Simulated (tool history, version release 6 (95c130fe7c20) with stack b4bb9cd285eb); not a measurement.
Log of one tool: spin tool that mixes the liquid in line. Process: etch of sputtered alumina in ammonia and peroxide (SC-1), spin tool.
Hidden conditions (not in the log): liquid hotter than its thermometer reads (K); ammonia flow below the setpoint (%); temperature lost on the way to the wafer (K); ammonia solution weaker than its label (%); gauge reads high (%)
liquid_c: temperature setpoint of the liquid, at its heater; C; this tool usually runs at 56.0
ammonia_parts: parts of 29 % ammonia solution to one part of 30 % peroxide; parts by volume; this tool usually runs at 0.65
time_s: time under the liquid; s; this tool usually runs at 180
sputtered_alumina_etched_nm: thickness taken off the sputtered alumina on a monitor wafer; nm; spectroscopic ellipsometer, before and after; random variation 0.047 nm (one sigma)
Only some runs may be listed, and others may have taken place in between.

run	day	liquid_c	ammonia_parts	time_s	wafers since the last listed run	hours since the thermometer was replaced	hours since the ammonia flow meter was replaced	hours since the heated supply line was repaired	hours since the drum of ammonia solution was connected	hours since the gauge calibration	read-back film thickness of the sputtered alumina reference wafer, read on the same gauge (nm)	sputtered_alumina_etched_nm
1	0.000	56.0	0.65	155	0	1412.4	891.0	1821.6	323.7	261.4	99.31	12.64
2	1.742	56.0	0.65	180	358	1454.2	932.8	1863.4	365.5	303.2	99.14	14.68
# day 2.396: new drum of ammonia solution connected
3	5.771	56.0	0.65	180	821	1550.9	1029.5	1960.1	81.0	399.9	98.76	14.63
4	8.258	56.0	0.65	180	512	1610.6	1089.2	2019.8	140.7	459.6	98.52	14.56
5	11.917	56.0	0.65	180	753	1698.4	1177.0	2107.6	228.5	547.4	98.15	14.54
6	14.258	63.0	0.65	180	482	1754.6	1233.2	2163.8	284.7	603.6	97.95	20.88
# day 14.775: thermometer replaced
# day 15.129: heated supply line repaired
7	15.875	63.0	0.65	180	315	26.4	1272.0	17.9	323.5	642.4	97.76	20.79
# day 16.383: gauge calibrated
# day 18.200: new drum of ammonia solution connected
8	18.975	63.0	0.65	180	630	100.8	1346.4	92.3	18.6	62.2	99.40	21.10
# day 20.804: ammonia flow meter replaced
9	22.288	56.0	0.65	180	673	180.3	35.6	171.8	98.1	141.7	99.09	14.75
10	26.504	49.5	0.40	90	868	281.5	136.8	273.0	199.3	242.9	98.70	4.91
11	28.062	56.0	0.65	180	321	318.9	174.2	310.4	236.7	280.3	98.50	14.66
12	29.750	51.5	0.40	110	347	359.4	214.7	350.9	277.2	320.8	98.38	6.68
13	31.900	59.5	0.50	130	443	411.0	266.3	402.5	328.8	372.4	98.18	12.33
# day 35.042: new drum of ammonia solution connected
14	35.571	47.5	0.65	220	747	499.1	354.4	490.6	12.7	460.5	97.77	11.22
15	37.912	61.0	0.80	240	482	555.3	410.6	546.8	68.9	516.7	97.62	25.54
16	39.492	51.5	0.65	125	325	593.2	448.5	584.7	106.8	554.6	97.42	7.91

3 options for the next run, each taken on its own from the tool as it stands now. Forecast them:
A	39.512	56.0	0.65	180	4	593.7	449.0	585.2	107.3	555.1	?	?
B	39.512	60.0	0.35	180	4	593.7	449.0	585.2	107.3	555.1	?	?
C	39.512	63.5	0.65	285	4	593.7	449.0	585.2	107.3	555.1	?	?

run	read-back film thickness of the sputtered alumina reference wafer, read on the same gauge (nm)	sputtered_alumina_etched_nm
A	97.42	14.44
B	97.42	16.77
C	97.42	33.62
The same runs, with their run-to-run variation unchanged, on a tool lacking any hidden condition would have given:
run	sputtered_alumina_etched_nm
A	14.82
B	17.21
C	34.51
